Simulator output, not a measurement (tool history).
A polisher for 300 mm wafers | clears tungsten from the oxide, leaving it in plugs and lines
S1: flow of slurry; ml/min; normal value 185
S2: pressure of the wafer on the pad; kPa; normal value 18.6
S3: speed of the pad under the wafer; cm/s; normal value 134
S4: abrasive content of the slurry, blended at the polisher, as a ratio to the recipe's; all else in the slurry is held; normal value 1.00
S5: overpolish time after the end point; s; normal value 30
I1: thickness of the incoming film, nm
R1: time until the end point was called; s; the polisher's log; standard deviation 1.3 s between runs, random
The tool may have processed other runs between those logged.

| run | day | S1 | S2 | S3 | S4 | S5 | I1 | R1 |
|---|---|---|---|---|---|---|---|---|
| 1 | 0.000 | 185 | 18.6 | 134 | 1.00 | 30 | 327.9 | 67.4 |
| 2 | 2.571 | 185 | 18.6 | 134 | 1.00 | 30 | 333.4 | 69.2 |
| 3 | 5.329 | 165 | 22.1 | 134 | 1.00 | 30 | 334.3 | 64.5 |
| 4 | 6.658 | 185 | 23.4 | 134 | 1.00 | 30 | 327.0 | 63.1 |
|  | 9.042 | head pressure recalibrated |
| 5 | 9.062 | 185 | 23.4 | 134 | 1.00 | 30 | 336.0 | 67.6 |
|  | 9.208 | slurry blender recalibrated |
|  | 9.696 | slurry tank refilled with fresh slurry and peroxide |
| 6 | 11.108 | 185 | 18.6 | 134 | 1.00 | 30 | 331.0 | 76.2 |
|  | 11.492 | slurry nozzle cleaned |
| 7 | 16.196 | 185 | 18.6 | 134 | 1.00 | 30 | 329.0 | 76.0 |
|  | 17.117 | worn pad replaced by a new one |
| 8 | 18.308 | 185 | 18.6 | 134 | 1.00 | 30 | 333.6 | 71.6 |
| 9 | 19.379 | 130 | 18.6 | 90 | 1.15 | 30 | 332.2 | 92.9 |
| 10 | 20.525 | 235 | 18.6 | 154 | 1.00 | 39 | 329.7 | 60.2 |
|  | 24.329 | slurry blender recalibrated |
|  | 26.042 | slurry tank refilled with fresh slurry and peroxide |
| 11 | 29.371 | 185 | 18.6 | 134 | 1.00 | 30 | 327.5 | 75.9 |
| 12 | 30.575 | 185 | 18.6 | 134 | 1.00 | 30 | 332.5 | 76.6 |
| 13 | 31.983 | 230 | 18.6 | 134 | 1.00 | 30 | 327.3 | 75.0 |
|  | 33.512 | worn pad replaced by a new one |
| 14 | 34.117 | 185 | 18.6 | 100 | 1.00 | 30 | 328.4 | 83.7 |
| 15 | 36.654 | 250 | 12.4 | 134 | 1.00 | 30 | 329.3 | 82.1 |
| 16 | 38.296 | 160 | 18.6 | 134 | 1.00 | 30 | 328.1 | 71.9 |
|  | 39.117 | slurry blender recalibrated |
| 17 | 39.854 | 185 | 18.6 | 134 | 1.00 | 30 | 327.7 | 70.6 |
| 18 | 41.421 | 145 | 18.6 | 134 | 1.00 | 30 | 324.8 | 72.7 |
|  | 42.125 | slurry tank refilled with fresh slurry and peroxide |
| 19 | 42.717 | 185 | 18.6 | 134 | 1.00 | 30 | 334.2 | 74.9 |
| 20 | 43.796 | 185 | 18.6 | 160 | 1.00 | 35 | 324.9 | 64.5 |
|  | 44.362 | slurry nozzle cleaned |
| 21 | 46.725 | 185 | 18.6 | 96 | 0.70 | 44 | 328.4 | 99.0 |
|  | 47.962 | worn pad replaced by a new one |
| 22 | 48.021 | 185 | 18.6 | 134 | 1.00 | 25 | 329.7 | 68.9 |
| 23 | 51.004 | 185 | 18.6 | 166 | 1.00 | 30 | 328.6 | 57.8 |
| 24 | 52.950 | 185 | 18.6 | 134 | 0.90 | 41 | 330.7 | 73.7 |
| 25 | 54.758 | 125 | 15.2 | 134 | 1.00 | 40 | 331.2 | 82.8 |
|  | 55.525 | slurry blender recalibrated |
| 26 | 56.950 | 225 | 18.6 | 134 | 1.15 | 30 | 336.7 | 73.0 |

4 options for the next run, each taken on its own from the tool as it stands now. Forecast them:
| A | 56.971 | 185 | 18.6 | 134 | 1.00 | 30 | 328.1 | ? |
| B | 56.971 | 140 | 18.6 | 134 | 0.85 | 30 | 328.1 | ? |
| C | 56.971 | 185 | 23.4 | 134 | 1.00 | 42 | 328.1 | ? |
| D | 56.971 | 130 | 13.1 | 134 | 1.15 | 25 | 328.1 | ? |

| run | R1 |
|---|---|
| A | 72.8 |
| B | 77.0 |
| C | 63.8 |
| D | 87.5 |
Take away the tool's hidden state, keep each run's random variation, and the runs would have read:
| run | R1 |
|---|---|
| A | 67.1 |
| B | 71.0 |
| C | 58.8 |
| D | 80.7 |

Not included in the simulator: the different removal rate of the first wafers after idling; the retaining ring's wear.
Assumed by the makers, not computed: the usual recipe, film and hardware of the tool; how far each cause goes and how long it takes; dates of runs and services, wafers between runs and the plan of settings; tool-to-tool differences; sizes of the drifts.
